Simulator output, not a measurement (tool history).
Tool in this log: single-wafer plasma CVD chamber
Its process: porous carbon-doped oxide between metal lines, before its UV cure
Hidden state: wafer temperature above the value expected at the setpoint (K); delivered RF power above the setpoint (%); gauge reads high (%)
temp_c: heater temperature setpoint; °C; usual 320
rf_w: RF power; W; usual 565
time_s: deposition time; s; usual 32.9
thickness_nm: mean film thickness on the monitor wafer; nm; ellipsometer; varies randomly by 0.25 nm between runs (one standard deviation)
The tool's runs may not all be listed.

run   hour  temp_c  rf_w  time_s  wafers since the last listed run  hours since the last thermocouple change  hours since the last RF generator calibration  hours since the showerhead was replaced  hours since the gauge calibration  read-back reference wafer on the same gauge, thickness_nm  thickness_nm
  1    0.0     320   565    32.9                                 0                                    2193.1                                         2271.7                                   6204.5                              154.2                                                    146.944       165.405
       2.9  -- gauge calibrated
  2   12.5     320   620    32.9                               323                                    2205.6                                         2284.2                                   6217.0                                9.6                                                    145.969       171.107
  3   48.0     320   565    32.9                               919                                    2241.1                                         2319.7                                   6252.5                               45.1                                                    146.379       164.879
  4   54.5     320   565    32.9                               168                                    2247.6                                         2326.2                                   6259.0                               51.6                                                    146.459       165.269
  5   63.2     320   565    36.3                               225                                    2256.3                                         2334.9                                   6267.7                               60.3                                                    146.495       181.979
      78.2  -- RF generator calibrated
  6   85.5     320   565    36.3                               370                                    2278.6                                            7.3                                   6290.0                               82.6                                                    146.474       181.582
  7   91.8     320   565    36.3                               163                                    2284.9                                           13.6                                   6296.3                               88.9                                                    146.724       181.756
  8  102.3     320   565    32.9                               271                                    2295.4                                           24.1                                   6306.8                               99.4                                                    146.778       165.028
  9  115.7     320   565    32.9                               347                                    2308.8                                           37.5                                   6320.2                              112.8                                                    146.701       165.229
 10  121.9     320   605    28.2                               160                                    2315.0                                           43.7                                   6326.4                              119.0                                                    146.689       146.620
     130.9  -- gauge calibrated
 11  132.2     320   565    32.9                               266                                    2325.3                                           54.0                                   6336.7                                1.3                                                    146.021       164.189
     148.1  -- thermocouple changed; heater temperature recalibrated
 12  148.6     320   485    26.5                               217                                       0.5                                           70.4                                   6353.1                               17.7                                                    146.347       125.707
     175.2  -- showerhead replaced
 13  190.4     312   565    38.0                               875                                      42.3                                          112.2                                     15.2                               59.5                                                    146.580       198.311
 14  202.7     320   565    32.9                               318                                      54.6                                          124.5                                     27.5                               71.8                                                    146.818       165.502
 15  217.4     326   565    32.9                               380                                      69.3                                          139.2                                     42.2                               86.5                                                    146.859       160.583
 16  235.0     314   625    39.1                               455                                      86.9                                          156.8                                     59.8                              104.1                                                    146.810       211.036
 17  241.4     316   565    32.9                               165                                      93.3                                          163.2                                     66.2                              110.5                                                    146.796       168.537
 18  248.0     306   605    31.1                               170                                      99.9                                          169.8                                     72.8                              117.1                                                    146.778       173.061

Alternative continuations, all from the tool just after run 18; predict every row:
  A  248.4     320   565    32.9                                10                                     100.3                                          170.2                                     73.2                              117.5                                                          ?             ?
  B  248.4     320   600    32.9                                10                                     100.3                                          170.2                                     73.2                              117.5                                                          ?             ?
  C  248.4     320   455    37.1                                10                                     100.3                                          170.2                                     73.2                              117.5                                                          ?             ?
  D  248.4     320   535    32.9                                10                                     100.3                                          170.2                                     73.2                              117.5                                                          ?             ?
  E  248.4     308   610    28.5                                10                                     100.3                                          170.2                                     73.2                              117.5                                                          ?             ?

run  read-back reference wafer on the same gauge, thickness_nm  thickness_nm
  A                                                    146.916       165.636
  B                                                    146.916       170.028
  C                                                    146.916       169.893
  D                                                    146.916       161.803
  E                                                    146.916       158.455
Take away the tool's hidden state, keep each run's random variation, and the runs would have read:
run  thickness_nm
  A       164.672
  B       169.038
  C       168.904
  D       160.861
  E       157.533

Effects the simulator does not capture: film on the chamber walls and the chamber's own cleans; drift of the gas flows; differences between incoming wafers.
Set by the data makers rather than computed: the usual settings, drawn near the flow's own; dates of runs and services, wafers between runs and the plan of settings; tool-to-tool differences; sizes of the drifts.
